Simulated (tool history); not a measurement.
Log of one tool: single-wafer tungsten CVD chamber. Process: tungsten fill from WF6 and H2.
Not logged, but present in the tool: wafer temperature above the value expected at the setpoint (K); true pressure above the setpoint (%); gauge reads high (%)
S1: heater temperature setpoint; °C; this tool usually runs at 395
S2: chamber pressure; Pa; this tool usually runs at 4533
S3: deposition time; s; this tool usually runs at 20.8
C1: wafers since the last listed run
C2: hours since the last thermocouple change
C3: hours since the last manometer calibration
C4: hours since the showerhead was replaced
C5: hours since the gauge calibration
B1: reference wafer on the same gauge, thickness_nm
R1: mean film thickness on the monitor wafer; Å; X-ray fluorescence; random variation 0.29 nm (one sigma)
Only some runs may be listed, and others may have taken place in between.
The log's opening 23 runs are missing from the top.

At hour 1424.5: capacitance manometer re-zeroed and calibrated.
Run 24, hour 1425: usual settings but S1 391 °C; C1 2261; C2 132.7; C3 0.5; C4 848.2; C5 559.2; B1 51.216. Result: R1 566.63 Å.
Run 25, hour 1471.5: usual settings; C1 1891; C2 179.2; C3 47; C4 894.7; C5 605.7; B1 51.114. Result: R1 615.21 Å.
Run 26, hour 1519.6: usual settings but S1 387 °C, S3 19.7 s; C1 1956; C2 227.3; C3 95.1; C4 942.8; C5 653.8; B1 50.99. Result: R1 492.77 Å.
Run 27, hour 1556.9: usual settings; C1 1517; C2 264.6; C3 132.4; C4 980.1; C5 691.1; B1 50.958. Result: R1 617.06 Å.
Run 28, hour 1722.1: usual settings but S3 19.4 s; C1 6719; C2 429.8; C3 297.6; C4 1145.3; C5 856.3; B1 50.676. Result: R1 574.38 Å.
Run 29, hour 1747.7: usual settings but S1 409 °C, S2 3480 Pa, S3 24.3 s; C1 1041; C2 455.4; C3 323.2; C4 1170.9; C5 881.9; B1 50.688. Result: R1 868 Å.
Run 30, hour 1810.4: usual settings but S1 386 °C, S2 5506 Pa, S3 19.7 s; C1 2550; C2 518.1; C3 385.9; C4 1233.6; C5 944.6; B1 50.648. Result: R1 510.74 Å.
Run 31, hour 1849: usual settings but S2 3413 Pa, S3 17.2 s; C1 1570; C2 556.7; C3 424.5; C4 1272.2; C5 983.2; B1 50.576. Result: R1 457.9 Å.
Run 32, hour 1959.6: usual settings but S1 391 °C, S3 16.9 s; C1 4498; C2 667.3; C3 535.1; C4 1382.8; C5 1093.8; B1 50.401. Result: R1 452.44 Å.
Run 33, hour 2021.8: usual settings; C1 2530; C2 729.5; C3 597.3; C4 1445; C5 1156; B1 50.415. Result: R1 612.05 Å.

Alternative continuations, all from the tool just after run 33; predict every row:
Run A, hour 2022.2: usual settings; C1 16; C2 729.9; C3 597.7; C4 1445.4; C5 1156.4; B1 ?. Result: R1 ?.
Run B, hour 2022.2: usual settings but S2 3933 Pa, S3 17.3 s; C1 16; C2 729.9; C3 597.7; C4 1445.4; C5 1156.4; B1 ?. Result: R1 ?.
Run C, hour 2022.2: usual settings but S1 406 °C; C1 16; C2 729.9; C3 597.7; C4 1445.4; C5 1156.4; B1 ?. Result: R1 ?.
Run D, hour 2022.2: usual settings but S1 406 °C, S2 5213 Pa, S3 18.9 s; C1 16; C2 729.9; C3 597.7; C4 1445.4; C5 1156.4; B1 ?. Result: R1 ?.
Run E, hour 2022.2: usual settings but S1 407 °C, S2 4133 Pa; C1 16; C2 729.9; C3 597.7; C4 1445.4; C5 1156.4; B1 ?. Result: R1 ?.

run      B1      R1
  A  50.424   609.9
  B  50.424  481.56
  C  50.424  764.98
  D  50.424  731.74
  E  50.424  754.63
Without the tool's hidden state the same runs would have given:
run      R1
  A  640.12
  B  505.42
  C   802.9
  D  768.01
  E  792.03

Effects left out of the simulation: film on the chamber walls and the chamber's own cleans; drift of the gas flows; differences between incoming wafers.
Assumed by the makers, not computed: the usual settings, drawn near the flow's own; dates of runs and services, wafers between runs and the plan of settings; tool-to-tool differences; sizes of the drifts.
